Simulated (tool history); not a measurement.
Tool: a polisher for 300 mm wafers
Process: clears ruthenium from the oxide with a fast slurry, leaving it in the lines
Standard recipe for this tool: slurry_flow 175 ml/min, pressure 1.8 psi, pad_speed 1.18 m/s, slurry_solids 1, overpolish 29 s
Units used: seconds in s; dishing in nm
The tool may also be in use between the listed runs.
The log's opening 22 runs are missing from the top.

| run | hour | slurry_flow | pressure | pad_speed | slurry_solids | overpolish | wafers since the last listed run | wafers polished on this pad | hours since the slurry nozzle was cleaned | hours since the head pressure was calibrated | hours since the slurry blender was calibrated | incoming thickness of the incoming film, nm | seconds | dishing |
|---|---|---|---|---|---|---|---|---|---|---|---|---|---|---|
| 23 | 312 | 175 | 1.8 | 1.18 | 1 | 29 | 93 | 97 | 181.2 | 160.5 | 31.4 | 197 | 54.5 | 61.1 |
| 24 | 329.6 | 175 | 1.8 | 0.94 | 1 | 29 | 167 | 265 | 198.8 | 178.1 | 49 | 201.7 | 64.1 | 53.9 |
| 25 | 344.2 | 175 | 1.8 | 1.18 | 0.85 | 29 | 138 | 404 | 213.4 | 192.7 | 63.6 | 199.2 | 61.3 | 56.6 |
| 26 | 354.7 | 175 | 1.8 | 1.18 | 1 | 29 | 99 | 504 | 223.9 | 203.2 | 74.1 | 203 | 55.8 | 60.9 |
| 27 | 367.2 | 175 | 1.8 | 1.18 | 1 | 29 | 119 | 623 | 236.4 | 215.7 | 86.6 | 195.9 | 53.5 | 59.6 |
| 28 | 375.8 | 130 | 1.8 | 1.18 | 1 | 29 | 81 | 705 | 245 | 224.3 | 95.2 | 199.3 | 57.4 | 61 |
| 29 | 390.5 | 175 | 2 | 1.18 | 1 | 20 | 139 | 845 | 259.7 | 239 | 109.9 | 198 | 51 | 49.7 |
| 30 | 401.7 | 150 | 1.8 | 1.18 | 1 | 29 | 106 | 951 | 270.9 | 250.2 | 121.1 | 200.3 | 56.4 | 61.1 |

Alternative continuations, all from the tool just after run 30; predict every row:
| A | 402.2 | 140 | 1.8 | 1.18 | 1 | 29 | 4 | 956 | 271.4 | 250.7 | 121.6 | 201.6 | ? | ? |
| B | 402.2 | 175 | 1.6 | 1.18 | 1 | 18 | 4 | 956 | 271.4 | 250.7 | 121.6 | 201.6 | ? | ? |
| C | 402.2 | 200 | 2 | 1.02 | 1 | 29 | 4 | 956 | 271.4 | 250.7 | 121.6 | 201.6 | ? | ? |

| run | seconds | dishing |
|---|---|---|
| A | 57.9 | 59.6 |
| B | 61.1 | 40.4 |
| C | 55.7 | 61.1 |
Stripped of hidden state, with their random variation kept, the same runs would have yielded:
| run | seconds | dishing |
|---|---|---|
| A | 56.4 | 60.6 |
| B | 59.8 | 41.1 |
| C | 54.6 | 61.9 |

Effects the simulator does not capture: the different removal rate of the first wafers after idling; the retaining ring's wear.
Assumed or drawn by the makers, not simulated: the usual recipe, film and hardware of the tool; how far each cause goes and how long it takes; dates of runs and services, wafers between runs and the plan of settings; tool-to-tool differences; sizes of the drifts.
